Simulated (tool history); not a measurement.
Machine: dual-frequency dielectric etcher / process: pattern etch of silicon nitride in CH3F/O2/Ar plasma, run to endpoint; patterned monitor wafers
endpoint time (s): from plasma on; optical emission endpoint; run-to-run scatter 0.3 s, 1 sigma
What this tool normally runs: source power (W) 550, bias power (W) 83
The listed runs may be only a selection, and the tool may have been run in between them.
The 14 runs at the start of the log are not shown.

run     day  source power (W)  bias power (W)  wafers since the last listed run  hours since the last wet clean  hours since the last source power generator calibration  hours since the last bias power generator calibration  hours since the last upper electrode change  incoming incoming film thickness, nm  endpoint time (s)
 15  29.442               550              83                               682                           171.8                                                    271.2                                                 2836.8                                        618.6                                  50.8               61.7
 16  30.979               450             103                               500                           208.7                                                    308.1                                                 2873.7                                        655.5                                  50.6               61.4
 17  33.838               550              83                               930                           277.3                                                    376.7                                                 2942.3                                        724.1                                  50.4               60.8
     35.221  -- bias power generator calibrated
 18  36.012               550              83                               653                           329.5                                                    428.9                                                     19                                        776.3                                  50.6                 60
 19  37.533               550             104                               495                             366                                                    465.4                                                   55.5                                        812.8                                  50.7               56.5
 20  40.167               550             100                               857                           429.2                                                    528.6                                                  118.7                                          876                                  50.6               56.3
 21  41.379               410              89                               394                           458.3                                                    557.7                                                  147.8                                        905.1                                  50.6               65.4
 22  43.162               480              77                               580                           501.1                                                    600.5                                                  190.6                                        947.9                                  51.4                 65
     44.533  -- wet clean of the chamber
 23  46.125               660              83                               638                            38.2                                                    671.6                                                  261.7                                         1019                                  51.1               58.7
 24    48.1               670              75                               642                            85.6                                                      719                                                  309.1                                       1066.4                                  50.7               59.6
 25  50.004               550              94                               619                           131.3                                                    764.7                                                  354.8                                       1112.1                                  50.6               59.1
 26  52.383               470              83                               774                           188.4                                                    821.8                                                  411.9                                       1169.2                                    51               65.7
 27  54.067               550              99                               547                           228.8                                                    862.2                                                  452.3                                       1209.6                                  50.6                 58
 28  55.771               600              74                               554                           269.7                                                    903.1                                                  493.2                                       1250.5                                  50.6               61.4
 29  58.158               670              94                               777                             327                                                    960.4                                                  550.5                                       1307.8                                  50.6                 54
 30  60.983               620              63                               919                           394.8                                                   1028.2                                                  618.3                                       1375.6                                  50.4               61.9
       63.8  -- wet clean of the chamber
 31  63.821               510              74                               598                             0.5                                                   1096.3                                                  686.4                                       1443.7                                  51.4               67.9
 32  65.804               510              83                               645                            48.1                                                   1143.9                                                    734                                       1491.3                                  51.1               64.6
 33    66.9               550              70                               356                            74.4                                                   1170.2                                                  760.3                                       1517.6                                  51.1               65.4
 34  68.562               500              73                               541                           114.3                                                   1210.1                                                  800.2                                       1557.5                                    51               67.1
 35    70.3               550              83                               565                             156                                                   1251.8                                                  841.9                                       1599.2                                  50.5               61.7

Consider 4 possible next runs. They are alternatives, not a sequence: every one starts from the tool as it was left by run 35. What does each give?
  A  70.317               550              83                                 5                           156.4                                                   1252.2                                                  842.3                                       1599.6                                  50.5                  ?
  B  70.317               500              83                                 5                           156.4                                                   1252.2                                                  842.3                                       1599.6                                  50.5                  ?
  C  70.317               660              92                                 5                           156.4                                                   1252.2                                                  842.3                                       1599.6                                  50.5                  ?
  D  70.317               550              66                                 5                           156.4                                                   1252.2                                                  842.3                                       1599.6                                  50.5                  ?

run  endpoint time (s)
  A               61.3
  B               63.5
  C               55.5
  D               65.5
With no hidden state in the tool, these same runs would have given:
run  endpoint time (s)
  A               62.1
  B               64.4
  C               56.3
  D               66.4
